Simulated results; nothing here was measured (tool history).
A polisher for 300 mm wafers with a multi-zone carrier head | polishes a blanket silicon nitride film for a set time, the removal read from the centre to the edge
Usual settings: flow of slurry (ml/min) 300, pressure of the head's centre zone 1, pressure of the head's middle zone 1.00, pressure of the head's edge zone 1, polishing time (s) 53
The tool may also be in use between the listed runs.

run  hour  flow of slurry (ml/min)  pressure of the head's centre zone  pressure of the head's middle zone  pressure of the head's edge zone  polishing time (s)  wafers since the last listed run  wafers polished on this pad  hours since the slurry nozzle was cleaned  hours since the centre zone pressure was calibrated  hours since the edge zone pressure was calibrated  hours since the carrier head's membrane was replaced  incoming thickness of the incoming film, nm  film removed at the wafer's centre (nm)  film removed at mid-radius (nm)  film removed at the wafer's edge (nm)
  1   0.0                      300                                   1                                1.00                                 1                  53                                 0                          349                                      717.8                                                537.3                                             1243.7                                                1056.3                                        713.0                                     92.6                             98.2                                   99.5
  2   8.8                      300                                   1                                1.00                                 1                  53                                68                          418                                      726.6                                                546.1                                             1252.5                                                1065.1                                        708.8                                     92.4                             99.4                                   96.2
  3  17.3                      300                                   1                                1.00                                 1                  53                                66                          485                                      735.1                                                554.6                                             1261.0                                                1073.6                                        714.6                                     91.5                             99.1                                  100.6
  4  35.1                      300                                   1                                1.04                                 1                  53                               139                          624                                      752.9                                                572.4                                             1278.8                                                1091.4                                        708.0                                     90.1                            105.0                                   97.7
     64.7  -- centre zone pressure recalibrated
     75.3  -- slurry nozzle cleaned
  5  75.8                      300                                   1                                1.03                                 1                  53                               295                          919                                        0.5                                                 11.1                                             1319.5                                                1132.1                                        709.9                                    106.5                            106.4                                   98.6
     82.0  -- carrier head's membrane replaced by a new one
  6  85.8                      300                                   1                                1.00                                 1                  53                                39                          958                                       10.5                                                 21.1                                             1329.5                                                   3.8                                        708.5                                    102.5                             98.3                                   99.4
     96.7  -- worn pad replaced by a new one
  7  99.6                      300                                   1                                1.00                                 1                  53                                76                           22                                       24.3                                                 34.9                                             1343.3                                                  17.6                                        705.4                                    105.5                            102.0                                   96.7

Run 8 comes next. What will it give?
  8  117.2                      300                                   1                                1.00                                 1                  68                               137                          160                                       41.9                                                 52.5                                             1360.9                                                  35.2                                        708.1                                        ?                                ?                                      ?

film removed at the wafer's centre (nm): 133.5
film removed at mid-radius (nm): 127.1
film removed at the wafer's edge (nm): 126.1
Without the tool's hidden state the same run would have given film removed at the wafer's centre (nm) 135.4, film removed at mid-radius (nm) 127.1, film removed at the wafer's edge (nm) 126.1.
